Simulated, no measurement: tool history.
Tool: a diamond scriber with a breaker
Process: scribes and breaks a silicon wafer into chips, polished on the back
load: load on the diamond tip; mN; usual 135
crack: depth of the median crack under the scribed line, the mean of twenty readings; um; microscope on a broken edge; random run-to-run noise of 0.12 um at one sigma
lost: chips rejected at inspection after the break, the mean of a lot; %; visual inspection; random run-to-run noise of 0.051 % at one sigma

run,hour,load,wafers since the last listed run,hours since the diamond tip was replaced,hours since the load on the tip was calibrated,"incoming depth of the damage left on the back of the incoming wafer, um",crack,lost
1,0.0,109,0,322.5,4.0,0.02,7.36,2.30
2,65.0,109,73,387.5,69.0,0.03,7.48,2.23
3,153.4,109,99,475.9,157.4,0.03,7.41,2.51
4,195.9,135,47,518.4,199.9,0.04,7.75,0.99
5,290.3,135,106,612.8,294.3,0.01,7.79,1.18
6,386.7,151,108,709.2,390.7,0.04,8.02,0.87
# hour 408.8: load on the tip recalibrated
7,482.0,153,104,804.5,73.2,0.02,8.29,0.83
8,570.5,152,99,893.0,161.7,0.04,8.08,0.93
9,653.0,164,92,975.5,244.2,0.02,8.21,0.89
# hour 764.1: diamond tip replaced by a new one
# hour 927.2: load on the tip recalibrated
10,972.9,135,355,208.8,45.7,0.04,8.29,0.89
11,1078.8,135,119,314.7,151.6,0.04,8.18,0.89
12,1279.4,135,225,515.3,352.2,0.04,7.94,1.04
13,1433.7,163,173,669.6,506.5,0.02,8.63,0.88
# hour 1446.6: load on the tip recalibrated
14,1540.3,135,117,776.2,93.7,0.03,7.71,1.36
15,1647.7,170,120,883.6,201.1,0.02,8.44,0.87
# hour 1730.1: diamond tip replaced by a new one
16,1748.0,158,110,17.9,301.4,0.04,8.94,1.35
17,1805.7,135,64,75.6,359.1,0.03,8.27,0.88
18,1908.8,135,116,178.7,462.2,0.02,8.19,0.83
19,1946.7,154,42,216.6,500.1,0.03,8.89,0.88
# hour 1952.0: load on the tip recalibrated
20,2038.6,172,101,308.5,86.6,0.03,9.01,1.30
21,2134.9,154,108,404.8,182.9,0.01,8.51,0.86
22,2229.7,115,106,499.6,277.7,0.01,7.39,2.21
23,2297.4,98,76,567.3,345.4,0.02,6.64,4.10
24,2334.1,96,41,604.0,382.1,0.01,6.76,4.11

What if the next run were any one of these 3? Each begins from the tool's condition after run 24:
A,2334.8,135,0,604.7,382.8,0.02,?,?
B,2334.8,146,0,604.7,382.8,0.02,?,?
C,2334.8,155,0,604.7,382.8,0.02,?,?

run,crack,lost
A,8.07,1.17
B,8.38,0.91
C,8.62,0.85
What these runs would have given with no unlogged condition in the tool:
run,crack,lost
A,8.61,0.85
B,8.94,0.95
C,9.20,1.18
